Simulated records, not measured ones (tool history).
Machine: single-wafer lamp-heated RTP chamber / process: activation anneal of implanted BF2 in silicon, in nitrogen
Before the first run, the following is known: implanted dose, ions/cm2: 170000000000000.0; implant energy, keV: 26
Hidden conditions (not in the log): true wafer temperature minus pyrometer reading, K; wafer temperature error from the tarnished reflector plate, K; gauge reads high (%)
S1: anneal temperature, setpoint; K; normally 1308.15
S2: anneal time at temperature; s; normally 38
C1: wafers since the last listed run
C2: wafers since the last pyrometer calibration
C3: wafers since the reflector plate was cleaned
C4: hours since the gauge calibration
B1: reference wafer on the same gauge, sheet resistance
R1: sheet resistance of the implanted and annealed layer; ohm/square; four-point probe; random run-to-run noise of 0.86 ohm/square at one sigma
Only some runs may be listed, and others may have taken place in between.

run,day,S1,S2,C1,C2,C3,C4,B1,R1
1,0,1308.15,38,0,5541,6284,685.4,624.02,568.15
2,1.283,1308.15,43,572,6113,6856,716.2,624.21,569.3
3,2.533,1308.15,43,557,6670,7413,746.2,624.37,567.12
# day 2.996: pyrometer window cleaned and pyrometer calibrated
4,3.067,1330.15,47,89,31,7503,759,623.77,562.87
5,4.154,1308.15,38,484,516,7987,785.1,624.01,572.19
# day 5.725: reflector plate cleaned
6,5.746,1308.15,38,561,1077,9,823.3,623.82,572.56
7,6.662,1308.15,38,408,1486,418,845.3,623.93,572.73
8,7.367,1308.15,38,313,1800,731,862.2,624.17,569.8
9,8.217,1308.15,38,379,2179,1110,882.6,623.86,571.94
10,8.862,1308.15,38,287,2467,1398,898.1,623.85,569.15
11,10.062,1291.15,38,535,3002,1934,926.9,623.79,574.78
12,10.825,1291.15,38,339,3342,2274,945.2,624.12,576.35
13,11.571,1308.15,38,332,3675,2606,963.1,623.73,571.12
14,12.646,1289.15,55,479,4154,3085,988.9,623.89,571.09
15,13.621,1335.15,54,434,4589,3520,1012.3,623.65,553.66
16,15.075,1337.15,60,648,5237,4169,1047.2,624,552.84
17,16.529,1282.15,48,648,5886,4817,1082.1,623.84,572.63
18,17.804,1308.15,38,568,6454,5385,1112.7,624.22,569.38
# day 18.367: pyrometer window cleaned and pyrometer calibrated
19,18.717,1293.15,22,258,155,5644,1134.6,623.97,581.01
20,19.525,1293.15,50,360,516,6004,1154,623.82,572.16
# day 20.838: gauge calibrated
21,21.6,1289.15,55,925,1441,6929,18.3,623.45,571.9
22,22.321,1300.15,59,321,1762,7251,35.6,624.16,567.57
23,22.862,1308.15,38,241,2004,7492,48.6,623.84,570.79
24,24.083,1308.15,38,544,2548,8037,77.9,624.12,571.87
25,24.65,1299.15,17,252,2801,8289,91.5,623.93,580.57
# day 25.558: reflector plate cleaned
26,25.579,1308.15,38,265,3067,8,113.8,623.69,568.93
27,26.296,1323.15,56,319,3386,328,131,623.9,558.06
28,26.829,1308.15,38,237,3624,566,143.8,623.94,571.82
29,28.142,1333.15,57,585,4209,1151,175.3,623.83,556.59
30,29.079,1308.15,38,418,4627,1569,197.8,624.03,570.43
31,30.267,1291.15,28,529,5157,2099,226.3,623.94,574.94
# day 30.992: pyrometer window cleaned and pyrometer calibrated
32,31.012,1335.15,28,183,9,2282,244.2,623.85,569.01
33,31.688,1308.15,38,300,310,2583,260.4,624.02,571.68
34,32.408,1324.15,48,321,631,2905,277.7,623.95,564.67
35,33.138,1290.15,45,325,957,3230,295.2,624.38,573.39
36,34.612,1308.15,38,657,1614,3888,330.6,624.06,571.42
37,35.288,1308.15,60,300,1915,4189,346.8,624.17,564.07

Below are 4 alternative next runs, each starting from the tool's condition after run 37. Predict each:
A,35.304,1308.15,48,7,1923,4196,347.2,?,?
B,35.304,1331.15,47,7,1923,4196,347.2,?,?
C,35.304,1335.15,44,7,1923,4196,347.2,?,?
D,35.304,1332.15,57,7,1923,4196,347.2,?,?

run,B1,R1
A,624.08,568.71
B,624.08,561.69
C,624.08,561.51
D,624.08,557.43
Without the tool's unlogged condition, the same runs would have read:
run,R1
A,570.14
B,563.52
C,563.36
D,559.48
